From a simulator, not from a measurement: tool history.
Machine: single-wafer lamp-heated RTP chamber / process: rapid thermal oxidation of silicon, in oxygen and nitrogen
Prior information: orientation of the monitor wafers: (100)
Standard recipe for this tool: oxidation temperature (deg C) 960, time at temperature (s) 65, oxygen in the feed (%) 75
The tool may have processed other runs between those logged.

| run | hour | oxidation temperature (deg C) | time at temperature (s) | oxygen in the feed (%) | read-back reference wafer on the same gauge, thickness | oxide thickness on the monitor wafer (Å) |
|---|---|---|---|---|---|---|
| 1 | 0 | 960 | 65 | 75 | 3.937 | 36.06 |
| 2 | 11.2 | 960 | 65 | 75 | 3.943 | 36.18 |
| 3 | 20.1 | 960 | 65 | 75 | 3.939 | 36.13 |
| 4 | 54.7 | 960 | 65 | 75 | 3.939 | 36.37 |
| 5 | 68.4 | 960 | 65 | 75 | 3.939 | 36.4 |
|  | 84.5 | pyrometer window cleaned and pyrometer calibrated |
| 6 | 85 | 960 | 65 | 75 | 3.94 | 35.45 |
| 7 | 86 | 960 | 65 | 75 | 3.938 | 35.49 |
| 8 | 98.9 | 960 | 78 | 75 | 3.939 | 38.17 |
|  | 114.5 | gauge calibrated |
|  | 115.5 | oxygen flow controller replaced |
| 9 | 116 | 960 | 78 | 75 | 3.942 | 38.21 |
| 10 | 116.3 | 960 | 78 | 75 | 3.937 | 38.14 |
| 11 | 129.4 | 942 | 65 | 75 | 3.94 | 31.38 |
| 12 | 147.1 | 937 | 44 | 63 | 3.939 | 25.55 |
| 13 | 174.1 | 960 | 65 | 75 | 3.939 | 35.44 |

Run 14 is up next; what results do you expect?
| 14 | 180.7 | 960 | 95 | 85 | ? | ? |

Run 14 measured read-back reference wafer on the same gauge, thickness 3.937, oxide thickness on the monitor wafer (Å) 43.23.
With the hidden condition absent and the run-to-run variation left alone, this run would have shown oxide thickness on the monitor wafer (Å) 43.17.

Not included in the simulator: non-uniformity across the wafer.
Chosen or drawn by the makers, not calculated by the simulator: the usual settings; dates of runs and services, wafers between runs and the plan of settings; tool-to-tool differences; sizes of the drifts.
